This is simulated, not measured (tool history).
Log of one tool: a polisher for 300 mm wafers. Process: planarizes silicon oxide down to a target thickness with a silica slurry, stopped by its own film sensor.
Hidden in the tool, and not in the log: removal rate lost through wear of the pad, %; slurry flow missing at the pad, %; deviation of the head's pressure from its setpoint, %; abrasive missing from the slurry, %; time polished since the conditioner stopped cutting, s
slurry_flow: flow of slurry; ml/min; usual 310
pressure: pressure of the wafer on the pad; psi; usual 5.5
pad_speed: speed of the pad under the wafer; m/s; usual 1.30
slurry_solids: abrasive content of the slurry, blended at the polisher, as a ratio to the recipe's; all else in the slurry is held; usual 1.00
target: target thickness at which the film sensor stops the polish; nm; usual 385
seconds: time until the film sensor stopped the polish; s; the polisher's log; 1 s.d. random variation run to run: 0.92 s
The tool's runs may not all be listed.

run,hour,slurry_flow,pressure,pad_speed,slurry_solids,target,wafers since the last listed run,wafers polished on this pad,hours since the slurry nozzle was cleaned,hours since the head pressure was calibrated,hours since the slurry blender was calibrated,hours since the conditioning disc was replaced,"incoming thickness of the incoming film, nm",seconds
1,0.0,310,6.9,1.30,1.00,385,0,4221,652.9,461.7,345.3,98.0,644.3,57.4
# hour 20.7: worn pad replaced by a new one
2,105.2,310,6.9,1.30,1.00,385,645,538,758.1,566.9,450.5,203.2,634.5,46.6
# hour 128.4: slurry nozzle cleaned
# hour 281.6: head pressure recalibrated
# hour 285.6: slurry blender recalibrated
3,371.1,310,5.5,1.30,1.00,385,1663,2202,242.7,89.5,85.5,469.1,645.7,63.4
4,443.4,310,5.5,1.30,1.00,385,461,2663,315.0,161.8,157.8,541.4,641.9,64.2
5,525.5,310,4.3,1.30,1.00,385,523,3187,397.1,243.9,239.9,623.5,632.6,78.2
# hour 531.7: conditioning disc replaced and pad reconditioned
# hour 582.9: worn pad replaced by a new one
6,609.5,265,5.5,1.30,1.00,385,497,169,481.1,327.9,323.9,77.8,638.6,55.2
7,664.3,310,5.5,1.30,1.00,385,349,519,535.9,382.7,378.7,132.6,645.9,56.5
8,762.5,310,5.5,1.30,1.00,385,626,1145,634.1,480.9,476.9,230.8,633.8,55.9
# hour 822.4: slurry nozzle cleaned
9,843.8,310,5.5,1.30,1.00,385,512,1657,21.4,562.2,558.2,312.1,641.9,61.9
# hour 854.0: slurry blender recalibrated
10,894.1,310,6.3,1.12,1.00,385,307,1965,71.7,612.5,40.1,362.4,636.1,59.9
11,934.4,310,5.5,0.96,0.80,418,256,2222,112.0,652.8,80.4,402.7,639.5,72.1
12,1022.3,310,5.5,1.30,1.30,385,560,2782,199.9,740.7,168.3,490.6,636.9,55.8
# hour 1079.6: conditioning disc replaced and pad reconditioned
# hour 1138.5: head pressure recalibrated
13,1190.8,365,5.5,1.12,1.00,385,1048,3831,368.4,52.3,336.8,111.2,653.4,77.2
# hour 1212.3: worn pad replaced by a new one
14,1278.4,310,5.5,1.30,1.00,385,533,421,456.0,139.9,424.4,198.8,648.1,61.1
15,1379.9,310,5.5,1.30,1.00,385,647,1068,557.5,241.4,525.9,300.3,649.2,60.6
# hour 1477.6: slurry blender recalibrated
16,1485.2,345,5.5,1.30,1.00,385,658,1727,662.8,346.7,7.6,405.6,644.0,60.9
17,1586.4,220,5.0,1.58,1.00,385,645,2372,764.0,447.9,108.8,506.8,647.1,61.2
# hour 1632.8: conditioning disc replaced and pad reconditioned
# hour 1647.7: slurry nozzle cleaned
18,1693.9,310,5.5,1.30,1.25,325,666,3039,46.2,555.4,216.3,61.1,633.6,64.5
19,1811.8,255,6.8,1.42,1.00,445,751,3791,164.1,673.3,334.2,179.0,639.6,42.2
20,1886.4,310,5.0,1.48,0.90,464,475,4266,238.7,747.9,408.8,253.6,628.6,46.3
# hour 1902.4: worn pad replaced by a new one
21,1959.2,390,5.5,1.14,1.00,385,438,362,311.5,820.7,481.6,326.4,646.3,65.5

Estimate the outcome of run 22 from the log above:
# hour 2031.6: head pressure recalibrated
22,2058.1,405,3.7,1.08,0.80,385,617,980,410.4,26.5,580.5,425.3,643.7,?

For run 22 the tool returned seconds 100.4 s.
Without the tool's hidden state the same run would have given seconds 88.1 s.
